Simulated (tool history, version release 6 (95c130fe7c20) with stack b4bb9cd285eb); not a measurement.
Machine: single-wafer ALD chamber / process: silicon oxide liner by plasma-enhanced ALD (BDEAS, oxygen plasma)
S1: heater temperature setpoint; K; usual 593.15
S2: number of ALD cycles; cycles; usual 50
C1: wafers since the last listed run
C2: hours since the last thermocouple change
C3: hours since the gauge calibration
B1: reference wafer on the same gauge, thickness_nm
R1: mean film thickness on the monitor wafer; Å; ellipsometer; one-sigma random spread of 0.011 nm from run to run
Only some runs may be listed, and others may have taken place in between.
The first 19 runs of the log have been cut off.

Run 20, day 10.271: usual settings; C1 86; C2 26.2; C3 432.2; B1 4.454. Result: R1 43.74 Å.
Run 21, day 10.575: usual settings; C1 64; C2 33.5; C3 439.5; B1 4.454. Result: R1 43.78 Å.
Run 22, day 11.212: usual settings; C1 136; C2 48.8; C3 454.8; B1 4.453. Result: R1 44.08 Å.
Run 23, day 12.404: usual settings but S2 58 cycles; C1 254; C2 77.4; C3 483.4; B1 4.46. Result: R1 50.8 Å.
Run 24, day 12.717: usual settings but S2 56 cycles; C1 66; C2 84.9; C3 490.9; B1 4.466. Result: R1 49.07 Å.
Run 25, day 13.204: usual settings; C1 104; C2 96.6; C3 502.6; B1 4.468. Result: R1 43.79 Å.
Run 26, day 13.942: usual settings but S2 45 cycles; C1 157; C2 114.3; C3 520.3; B1 4.47. Result: R1 39.64 Å.
Run 27, day 14.454: usual settings; C1 109; C2 126.6; C3 532.6; B1 4.47. Result: R1 43.84 Å.
Run 28, day 15.158: usual settings but S1 598.15 K, S2 59 cycles; C1 150; C2 143.5; C3 549.5; B1 4.476. Result: R1 51.7 Å.
Run 29, day 15.458: usual settings but S1 602.15 K, S2 56 cycles; C1 64; C2 150.7; C3 556.7; B1 4.478. Result: R1 48.53 Å.
At day 15.708: gauge calibrated.
Run 30, day 15.758: usual settings but S1 601.15 K, S2 45 cycles; C1 64; C2 157.9; C3 1.2; B1 4.384. Result: R1 38.43 Å.
Run 31, day 16.4: usual settings; C1 137; C2 173.3; C3 16.6; B1 4.384. Result: R1 43.09 Å.
Run 32, day 16.85: usual settings but S1 586.15 K, S2 59 cycles; C1 96; C2 184.1; C3 27.4; B1 4.384. Result: R1 51.53 Å.
Run 33, day 17.129: usual settings but S1 602.15 K; C1 59; C2 190.8; C3 34.1; B1 4.386. Result: R1 42.65 Å.
Run 34, day 17.488: usual settings but S1 583.15 K, S2 55 cycles; C1 76; C2 199.4; C3 42.7; B1 4.389. Result: R1 48.34 Å.
Run 35, day 18.033: usual settings but S1 602.15 K, S2 58 cycles; C1 116; C2 212.5; C3 55.8; B1 4.394. Result: R1 49.64 Å.
Run 36, day 18.496: usual settings; C1 98; C2 223.6; C3 66.9; B1 4.39. Result: R1 43.24 Å.

What will run 37 give?
Run 37, day 18.842: usual settings but S1 585.15 K; C1 73; C2 231.9; C3 75.2; B1 ?. Result: R1 ?.

For run 37 the tool returned B1 4.393, R1 43.49 Å.
Take away the tool's hidden state, keep the run-to-run variation as it was, and the same run would have given R1 43.47 Å.

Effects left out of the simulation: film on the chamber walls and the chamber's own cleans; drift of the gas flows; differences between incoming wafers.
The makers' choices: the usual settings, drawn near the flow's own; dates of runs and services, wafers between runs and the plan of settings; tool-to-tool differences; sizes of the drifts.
